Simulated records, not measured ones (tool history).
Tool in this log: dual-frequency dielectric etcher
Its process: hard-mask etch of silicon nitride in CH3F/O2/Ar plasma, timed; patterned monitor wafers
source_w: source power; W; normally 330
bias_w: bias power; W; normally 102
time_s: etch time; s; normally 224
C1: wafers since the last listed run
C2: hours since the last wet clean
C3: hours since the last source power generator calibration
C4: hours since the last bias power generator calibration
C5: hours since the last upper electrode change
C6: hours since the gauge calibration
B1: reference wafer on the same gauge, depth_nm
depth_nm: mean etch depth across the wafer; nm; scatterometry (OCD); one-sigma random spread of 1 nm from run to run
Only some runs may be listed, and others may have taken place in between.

{"run": 1, "hour": 0.0, "source_w": 330, "bias_w": 102, "time_s": 224, "C1": 0, "C2": 27.6, "C3": 2687.2, "C4": 803, "C5": 2959.8, "C6": 948.8, "B1": 125.9, "depth_nm": 157.5}
{"run": 2, "hour": 80.5, "source_w": 330, "bias_w": 102, "time_s": 224, "C1": 543, "C2": 108.1, "C3": 2767.7, "C4": 883.5, "C5": 3040.3, "C6": 1029.3, "B1": 125.9, "depth_nm": 158.5}
{"run": 3, "hour": 231.9, "source_w": 330, "bias_w": 94, "time_s": 224, "C1": 1021, "C2": 259.5, "C3": 2919.1, "C4": 1034.9, "C5": 3191.7, "C6": 1180.7, "B1": 126.2, "depth_nm": 157}
{"run": 4, "hour": 331.0, "source_w": 330, "bias_w": 94, "time_s": 224, "C1": 668, "C2": 358.6, "C3": 3018.2, "C4": 1134, "C5": 3290.8, "C6": 1279.8, "B1": 126.1, "depth_nm": 159}
{"hour": 452.9, "done": "wet clean of the chamber"}
{"run": 5, "hour": 453.4, "source_w": 330, "bias_w": 102, "time_s": 224, "C1": 664, "C2": 0.5, "C3": 3140.6, "C4": 1256.4, "C5": 3413.2, "C6": 1402.2, "B1": 125.8, "depth_nm": 156.7}
{"run": 6, "hour": 529.3, "source_w": 330, "bias_w": 102, "time_s": 224, "C1": 512, "C2": 76.4, "C3": 3216.5, "C4": 1332.3, "C5": 3489.1, "C6": 1478.1, "B1": 125.8, "depth_nm": 157.1}
{"run": 7, "hour": 631.1, "source_w": 330, "bias_w": 102, "time_s": 224, "C1": 687, "C2": 178.2, "C3": 3318.3, "C4": 1434.1, "C5": 3590.9, "C6": 1579.9, "B1": 125.8, "depth_nm": 158.5}
{"run": 8, "hour": 692.7, "source_w": 330, "bias_w": 102, "time_s": 224, "C1": 415, "C2": 239.8, "C3": 3379.9, "C4": 1495.7, "C5": 3652.5, "C6": 1641.5, "B1": 125.9, "depth_nm": 161.5}
{"hour": 719.7, "done": "gauge calibrated"}
{"run": 9, "hour": 779.6, "source_w": 330, "bias_w": 102, "time_s": 224, "C1": 586, "C2": 326.7, "C3": 3466.8, "C4": 1582.6, "C5": 3739.4, "C6": 59.9, "B1": 125.9, "depth_nm": 162.3}
{"hour": 788.5, "done": "source power generator calibrated"}
{"run": 10, "hour": 843.6, "source_w": 330, "bias_w": 102, "time_s": 224, "C1": 404, "C2": 390.7, "C3": 55.1, "C4": 1646.6, "C5": 3803.4, "C6": 123.9, "B1": 126, "depth_nm": 163.3}
{"run": 11, "hour": 924.2, "source_w": 330, "bias_w": 102, "time_s": 254, "C1": 543, "C2": 471.3, "C3": 135.7, "C4": 1727.2, "C5": 3884, "C6": 204.5, "B1": 126, "depth_nm": 186.1}
{"hour": 970.7, "done": "wet clean of the chamber"}
{"run": 12, "hour": 973.9, "source_w": 330, "bias_w": 125, "time_s": 277, "C1": 173, "C2": 3.2, "C3": 185.4, "C4": 1776.9, "C5": 3933.7, "C6": 254.2, "B1": 126, "depth_nm": 206.4}
{"run": 13, "hour": 1020.3, "source_w": 270, "bias_w": 89, "time_s": 224, "C1": 313, "C2": 49.6, "C3": 231.8, "C4": 1823.3, "C5": 3980.1, "C6": 300.6, "B1": 125.9, "depth_nm": 140.4}
{"run": 14, "hour": 1092.6, "source_w": 330, "bias_w": 91, "time_s": 285, "C1": 487, "C2": 121.9, "C3": 304.1, "C4": 1895.6, "C5": 4052.4, "C6": 372.9, "B1": 126.1, "depth_nm": 193.2}
{"hour": 1158.0, "done": "upper electrode replaced"}
{"run": 15, "hour": 1158.5, "source_w": 390, "bias_w": 117, "time_s": 157.5, "C1": 282, "C2": 187.8, "C3": 370, "C4": 1961.5, "C5": 0.5, "C6": 438.8, "B1": 126.1, "depth_nm": 125.8}
{"hour": 1202.0, "done": "bias power generator calibrated"}
{"run": 16, "hour": 1245.7, "source_w": 330, "bias_w": 102, "time_s": 224, "C1": 561, "C2": 275, "C3": 457.2, "C4": 43.7, "C5": 87.7, "C6": 526, "B1": 126.1, "depth_nm": 162.1}
{"run": 17, "hour": 1297.2, "source_w": 390, "bias_w": 87, "time_s": 270.5, "C1": 347, "C2": 326.5, "C3": 508.7, "C4": 95.2, "C5": 139.2, "C6": 577.5, "B1": 125.9, "depth_nm": 196.5}
{"hour": 1380.7, "done": "wet clean of the chamber"}
{"run": 18, "hour": 1529.9, "source_w": 250, "bias_w": 93, "time_s": 170, "C1": 1408, "C2": 149.2, "C3": 741.4, "C4": 327.9, "C5": 371.9, "C6": 810.2, "B1": 126, "depth_nm": 105.8}
{"run": 19, "hour": 1573.2, "source_w": 360, "bias_w": 102, "time_s": 267, "C1": 292, "C2": 192.5, "C3": 784.7, "C4": 371.2, "C5": 415.2, "C6": 853.5, "B1": 126.2, "depth_nm": 193.6}
{"run": 20, "hour": 1684.5, "source_w": 330, "bias_w": 102, "time_s": 224, "C1": 751, "C2": 303.8, "C3": 896, "C4": 482.5, "C5": 526.5, "C6": 964.8, "B1": 125.8, "depth_nm": 160.7}
{"run": 21, "hour": 1727.7, "source_w": 260, "bias_w": 102, "time_s": 170.5, "C1": 291, "C2": 347, "C3": 939.2, "C4": 525.7, "C5": 569.7, "C6": 1008, "B1": 125.8, "depth_nm": 114.1}
{"run": 22, "hour": 1771.3, "source_w": 300, "bias_w": 77, "time_s": 224, "C1": 294, "C2": 390.6, "C3": 982.8, "C4": 569.3, "C5": 613.3, "C6": 1051.6, "B1": 126, "depth_nm": 143.2}

Results for each run, recomputed without the tool's hidden state and with each run's random variation untouched:
Hidden state present: etch rate over this chamber's usual, %; source power that arrives over what is set, %; bias power that arrives over what is set, %; gauge reads high (%).
run=1 depth_nm=155.9
run=2 depth_nm=155.5
run=3 depth_nm=151.5
run=4 depth_nm=151.8
run=5 depth_nm=157.2
run=6 depth_nm=156.3
run=7 depth_nm=155.9
run=8 depth_nm=157.7
run=9 depth_nm=157
run=10 depth_nm=156.9
run=11 depth_nm=177.3
run=12 depth_nm=206.6
run=13 depth_nm=139.8
run=14 depth_nm=190.8
run=15 depth_nm=123.4
run=16 depth_nm=157.4
run=17 depth_nm=189.7
run=18 depth_nm=104.7
run=19 depth_nm=190.5
run=20 depth_nm=156.2
run=21 depth_nm=110.4
run=22 depth_nm=138
